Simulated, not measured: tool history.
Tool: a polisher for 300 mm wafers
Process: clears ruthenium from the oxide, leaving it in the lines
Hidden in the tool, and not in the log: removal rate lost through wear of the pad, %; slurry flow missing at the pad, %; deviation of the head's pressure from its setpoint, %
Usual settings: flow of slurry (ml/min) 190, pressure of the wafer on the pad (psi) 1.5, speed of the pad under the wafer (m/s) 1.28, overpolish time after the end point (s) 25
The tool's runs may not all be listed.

run,day,flow of slurry (ml/min),pressure of the wafer on the pad (psi),speed of the pad under the wafer (m/s),overpolish time after the end point (s),wafers since the last listed run,wafers polished on this pad,hours since the slurry nozzle was cleaned,hours since the head pressure was calibrated,"incoming thickness of the incoming film, nm",time until the end point was called (s)
1,0,190,1.5,1.28,25,0,1313,417.9,770,106.6,108.9
# day 0.488: worn pad replaced by a new one
2,0.542,190,1.4,1.28,25,47,6,430.9,783,105.6,114.5
3,1.733,190,1.4,1.28,25,149,156,459.5,811.6,104.7,113.8
4,2.517,190,1.5,1.28,25,98,254,478.3,830.4,104.6,105.5
5,3.871,190,1.5,1.28,25,169,424,510.8,862.9,103.9,106.1
6,5.058,190,1.5,1.28,25,148,573,539.3,891.4,103.9,107.6
7,9.5,190,1.5,1.28,25,556,1129,645.9,998,104.3,106.2
8,10.871,190,1.5,1.48,25,171,1301,678.8,1030.9,105.1,94.2
9,11.596,190,1.5,1.48,25,90,1392,696.2,1048.3,104.5,94.6
# day 12.054: worn pad replaced by a new one
10,12.383,190,1.7,1.48,10,77,41,715.1,1067.2,104.1,82
11,14.958,160,1,1.44,25,322,363,776.9,1129,103.9,153
# day 15.321: slurry nozzle cleaned
12,16.1,250,1.5,1.12,36,137,501,18.7,1156.4,105.8,116.5
# day 19.883: head pressure recalibrated
13,20.55,165,1.5,1.28,25,547,1049,125.5,16,104.9,119.1
14,21.483,160,1,1.44,25,116,1166,147.9,38.4,106,156.9
# day 23.658: worn pad replaced by a new one
15,25.688,190,1.4,1.28,25,506,254,248.8,139.3,104.8,121.4
16,28.467,190,1,1.28,25,348,602,315.5,206,104.4,166.3
17,29.596,190,1.5,1.28,25,141,744,342.6,233.1,104.2,111.4
18,30.95,215,1.5,1.28,25,169,914,375.1,265.6,105.7,110.3

4 ways to go on from here, each from the tool as it stands after run 18. What would each give?
A,30.971,170,1.5,1.28,25,2,916,375.6,266.1,104.6,?
B,30.971,210,1.1,1.4,25,2,916,375.6,266.1,104.6,?
C,30.971,190,1.3,1,25,2,916,375.6,266.1,104.6,?
D,30.971,190,1.5,1.28,11,2,916,375.6,266.1,104.6,?

run,time until the end point was called (s)
A,114.5
B,138.9
C,166.6
D,112.8
Without the tool's hidden state the same runs would have given:
run,time until the end point was called (s)
A,116.9
B,142.2
C,170.4
D,115.3
